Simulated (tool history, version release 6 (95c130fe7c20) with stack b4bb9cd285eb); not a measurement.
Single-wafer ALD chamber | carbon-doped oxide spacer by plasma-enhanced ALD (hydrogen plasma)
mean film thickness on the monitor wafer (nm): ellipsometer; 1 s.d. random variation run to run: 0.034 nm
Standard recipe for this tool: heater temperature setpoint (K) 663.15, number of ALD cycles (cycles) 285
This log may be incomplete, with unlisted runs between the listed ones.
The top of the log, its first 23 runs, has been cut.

run,hour,heater temperature setpoint (K),number of ALD cycles (cycles),"read-back reference wafer on the same gauge, thickness_nm",mean film thickness on the monitor wafer (nm)
24,1145.7,677.15,329,15.840,15.512
25,1188.8,667.15,245,15.829,11.622
26,1258.2,677.15,264,15.809,12.417
27,1300.0,663.15,285,15.790,13.480
28,1327.9,672.15,231,15.789,10.890
# hour 1384.7: thermocouple changed; heater temperature recalibrated
29,1397.9,656.15,253,15.755,11.984
30,1455.8,677.15,326,15.760,15.260
31,1493.0,672.15,259,15.751,12.255
32,1518.6,663.15,285,15.740,13.464
33,1585.2,654.15,285,15.726,13.422
34,1630.3,663.15,236,15.725,11.148
35,1668.9,663.15,252,15.685,11.841
36,1810.6,672.15,331,15.667,15.534
37,1863.8,663.15,238,15.669,11.165
38,1913.9,663.15,285,15.635,13.340
39,1955.8,669.15,258,15.634,12.092
40,1981.2,651.15,241,15.622,11.337

3 ways to go on from here, each from the tool as it stands after run 40. What would each give?
A,1982.0,670.15,285,?,?
B,1982.0,672.15,260,?,?
C,1982.0,655.15,233,?,?

run,"read-back reference wafer on the same gauge, thickness_nm",mean film thickness on the monitor wafer (nm)
A,15.626,13.296
B,15.626,12.130
C,15.626,10.870
Without the tool's hidden state the same runs would have given:
run,mean film thickness on the monitor wafer (nm)
A,13.530
B,12.344
C,11.062

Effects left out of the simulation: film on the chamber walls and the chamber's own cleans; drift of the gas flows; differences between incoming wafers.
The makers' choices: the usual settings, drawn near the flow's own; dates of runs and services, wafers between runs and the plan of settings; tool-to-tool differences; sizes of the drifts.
